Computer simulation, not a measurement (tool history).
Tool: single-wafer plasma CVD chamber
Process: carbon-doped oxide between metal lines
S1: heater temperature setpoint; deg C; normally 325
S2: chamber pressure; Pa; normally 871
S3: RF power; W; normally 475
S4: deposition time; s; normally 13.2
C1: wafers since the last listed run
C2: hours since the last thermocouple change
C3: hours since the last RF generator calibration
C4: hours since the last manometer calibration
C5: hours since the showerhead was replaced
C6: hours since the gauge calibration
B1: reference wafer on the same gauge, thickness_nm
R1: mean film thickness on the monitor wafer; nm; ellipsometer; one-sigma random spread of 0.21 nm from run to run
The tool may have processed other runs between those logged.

{"run": 1, "day": 0.0, "S1": 325, "S2": 871, "S3": 415, "S4": 13.2, "C1": 0, "C2": 1449.7, "C3": 1690.1, "C4": 813.1, "C5": 4620, "C6": 301.7, "B1": 63.598, "R1": 60.393}
{"run": 2, "day": 0.558, "S1": 325, "S2": 871, "S3": 505, "S4": 13.2, "C1": 190, "C2": 1463.1, "C3": 1703.5, "C4": 826.5, "C5": 4633.4, "C6": 315.1, "B1": 63.612, "R1": 75.098}
{"run": 3, "day": 1.175, "S1": 325, "S2": 871, "S3": 505, "S4": 13.2, "C1": 210, "C2": 1477.9, "C3": 1718.3, "C4": 841.3, "C5": 4648.2, "C6": 329.9, "B1": 63.622, "R1": 74.798}
{"run": 4, "day": 1.938, "S1": 325, "S2": 871, "S3": 455, "S4": 13.2, "C1": 259, "C2": 1496.2, "C3": 1736.6, "C4": 859.6, "C5": 4666.5, "C6": 348.2, "B1": 63.579, "R1": 67.22}
{"run": 5, "day": 3.0, "S1": 325, "S2": 871, "S3": 455, "S4": 13.2, "C1": 361, "C2": 1521.7, "C3": 1762.1, "C4": 885.1, "C5": 4692, "C6": 373.7, "B1": 63.606, "R1": 67.047}
{"run": 6, "day": 3.817, "S1": 325, "S2": 871, "S3": 445, "S4": 13.2, "C1": 278, "C2": 1541.3, "C3": 1781.7, "C4": 904.7, "C5": 4711.6, "C6": 393.3, "B1": 63.646, "R1": 65.198}
{"run": 7, "day": 4.629, "S1": 325, "S2": 871, "S3": 445, "S4": 13.2, "C1": 276, "C2": 1560.8, "C3": 1801.2, "C4": 924.2, "C5": 4731.1, "C6": 412.8, "B1": 63.555, "R1": 65.126}
{"run": 8, "day": 6.008, "S1": 325, "S2": 871, "S3": 445, "S4": 13.2, "C1": 469, "C2": 1593.9, "C3": 1834.3, "C4": 957.3, "C5": 4764.2, "C6": 445.9, "B1": 63.593, "R1": 65.205}
{"day": 7.517, "done": "capacitance manometer re-zeroed and calibrated"}
{"day": 7.683, "done": "RF generator calibrated"}
{"run": 9, "day": 7.704, "S1": 325, "S2": 871, "S3": 475, "S4": 13.2, "C1": 408, "C2": 1634.6, "C3": 0.5, "C4": 4.5, "C5": 4804.9, "C6": 486.6, "B1": 63.638, "R1": 74.224}
{"run": 10, "day": 8.188, "S1": 325, "S2": 871, "S3": 475, "S4": 13.2, "C1": 164, "C2": 1646.2, "C3": 12.1, "C4": 16.1, "C5": 4816.5, "C6": 498.2, "B1": 63.571, "R1": 74.462}
{"day": 9.25, "done": "thermocouple changed; heater temperature recalibrated"}
{"run": 11, "day": 9.271, "S1": 325, "S2": 871, "S3": 475, "S4": 13.2, "C1": 255, "C2": 0.5, "C3": 38.1, "C4": 42.1, "C5": 4842.5, "C6": 524.2, "B1": 63.583, "R1": 76.616}
{"run": 12, "day": 9.654, "S1": 325, "S2": 675, "S3": 475, "S4": 14.9, "C1": 130, "C2": 9.7, "C3": 47.3, "C4": 51.3, "C5": 4851.7, "C6": 533.4, "B1": 63.55, "R1": 83.302}
{"run": 13, "day": 10.858, "S1": 325, "S2": 871, "S3": 475, "S4": 11.4, "C1": 410, "C2": 38.6, "C3": 76.2, "C4": 80.2, "C5": 4880.6, "C6": 562.3, "B1": 63.571, "R1": 65.865}
{"run": 14, "day": 11.488, "S1": 332, "S2": 1020, "S3": 440, "S4": 14, "C1": 214, "C2": 53.7, "C3": 91.3, "C4": 95.3, "C5": 4895.7, "C6": 577.4, "B1": 63.566, "R1": 73.122}
{"run": 15, "day": 12.112, "S1": 325, "S2": 871, "S3": 475, "S4": 13.2, "C1": 212, "C2": 68.7, "C3": 106.3, "C4": 110.3, "C5": 4910.7, "C6": 592.4, "B1": 63.583, "R1": 76.19}
{"run": 16, "day": 13.421, "S1": 329, "S2": 949, "S3": 445, "S4": 11.8, "C1": 445, "C2": 100.1, "C3": 137.7, "C4": 141.7, "C5": 4942.1, "C6": 623.8, "B1": 63.62, "R1": 62.892}
{"day": 14.546, "done": "showerhead replaced"}
{"run": 17, "day": 14.804, "S1": 332, "S2": 949, "S3": 445, "S4": 13.2, "C1": 357, "C2": 133.3, "C3": 170.9, "C4": 174.9, "C5": 6.2, "C6": 657, "B1": 63.562, "R1": 69.071}
{"day": 15.142, "done": "gauge calibrated"}
{"run": 18, "day": 15.917, "S1": 325, "S2": 713, "S3": 475, "S4": 13.2, "C1": 378, "C2": 160, "C3": 197.6, "C4": 201.6, "C5": 32.9, "C6": 18.6, "B1": 63.596, "R1": 74.276}
{"run": 19, "day": 17.046, "S1": 339, "S2": 1033, "S3": 555, "S4": 13.2, "C1": 384, "C2": 187.1, "C3": 224.7, "C4": 228.7, "C5": 60, "C6": 45.7, "B1": 63.616, "R1": 83.606}
{"run": 20, "day": 18.088, "S1": 330, "S2": 871, "S3": 475, "S4": 11.2, "C1": 354, "C2": 212.1, "C3": 249.7, "C4": 253.7, "C5": 85, "C6": 70.7, "B1": 63.596, "R1": 62.634}
{"run": 21, "day": 19.05, "S1": 330, "S2": 871, "S3": 475, "S4": 14.6, "C1": 327, "C2": 235.2, "C3": 272.8, "C4": 276.8, "C5": 108.1, "C6": 93.8, "B1": 63.61, "R1": 81.923}
{"run": 22, "day": 19.858, "S1": 325, "S2": 871, "S3": 475, "S4": 13.2, "C1": 275, "C2": 254.6, "C3": 292.2, "C4": 296.2, "C5": 127.5, "C6": 113.2, "B1": 63.607, "R1": 75.04}
{"run": 23, "day": 21.229, "S1": 325, "S2": 871, "S3": 415, "S4": 13.2, "C1": 466, "C2": 287.5, "C3": 325.1, "C4": 329.1, "C5": 160.4, "C6": 146.1, "B1": 63.587, "R1": 64.237}
{"run": 24, "day": 22.308, "S1": 333, "S2": 789, "S3": 560, "S4": 12.1, "C1": 367, "C2": 313.4, "C3": 351, "C4": 355, "C5": 186.3, "C6": 172, "B1": 63.562, "R1": 76.675}
{"run": 25, "day": 23.158, "S1": 325, "S2": 677, "S3": 475, "S4": 12.2, "C1": 289, "C2": 333.8, "C3": 371.4, "C4": 375.4, "C5": 206.7, "C6": 192.4, "B1": 63.579, "R1": 67.39}
{"run": 26, "day": 24.258, "S1": 325, "S2": 871, "S3": 475, "S4": 11.4, "C1": 374, "C2": 360.2, "C3": 397.8, "C4": 401.8, "C5": 233.1, "C6": 218.8, "B1": 63.607, "R1": 64.832}
{"run": 27, "day": 25.654, "S1": 335, "S2": 768, "S3": 475, "S4": 13.2, "C1": 475, "C2": 393.7, "C3": 431.3, "C4": 435.3, "C5": 266.6, "C6": 252.3, "B1": 63.638, "R1": 70.929}
{"run": 28, "day": 26.375, "S1": 317, "S2": 680, "S3": 515, "S4": 13.2, "C1": 245, "C2": 411, "C3": 448.6, "C4": 452.6, "C5": 283.9, "C6": 269.6, "B1": 63.594, "R1": 80.667}
{"run": 29, "day": 27.104, "S1": 317, "S2": 981, "S3": 555, "S4": 11.2, "C1": 248, "C2": 428.5, "C3": 466.1, "C4": 470.1, "C5": 301.4, "C6": 287.1, "B1": 63.653, "R1": 76.395}

What was the tool's hidden state at every run in the log?
true pressure above the setpoint (%): 0 across all the runs
gauge reads high (%): 0 across all the runs
H1: wafer temperature above the value expected at the setpoint (K)
H2: delivered RF power above the setpoint (%)
run=1 H1=5.73 H2=-5.29
run=2 H1=5.74 H2=-5.32
run=3 H1=5.75 H2=-5.36
run=4 H1=5.76 H2=-5.41
run=5 H1=5.78 H2=-5.47
run=6 H1=5.79 H2=-5.53
run=7 H1=5.8 H2=-5.58
run=8 H1=5.82 H2=-5.66
run=9 H1=5.84 H2=-0.377
run=10 H1=5.84 H2=-0.407
run=11 H1=-1.1 H2=-0.475
run=12 H1=-0.984 H2=-0.5
run=13 H1=-0.633 H2=-0.575
run=14 H1=-0.458 H2=-0.615
run=15 H1=-0.289 H2=-0.654
run=16 H1=0.0489 H2=-0.737
run=17 H1=0.383 H2=-0.824
run=18 H1=0.636 H2=-0.894
run=19 H1=0.88 H2=-0.965
run=20 H1=1.09 H2=-1.03
run=21 H1=1.28 H2=-1.09
run=22 H1=1.43 H2=-1.14
run=23 H1=1.67 H2=-1.23
run=24 H1=1.85 H2=-1.3
run=25 H1=1.99 H2=-1.35
run=26 H1=2.16 H2=-1.42
run=27 H1=2.36 H2=-1.51
run=28 H1=2.45 H2=-1.55
run=29 H1=2.55 H2=-1.6
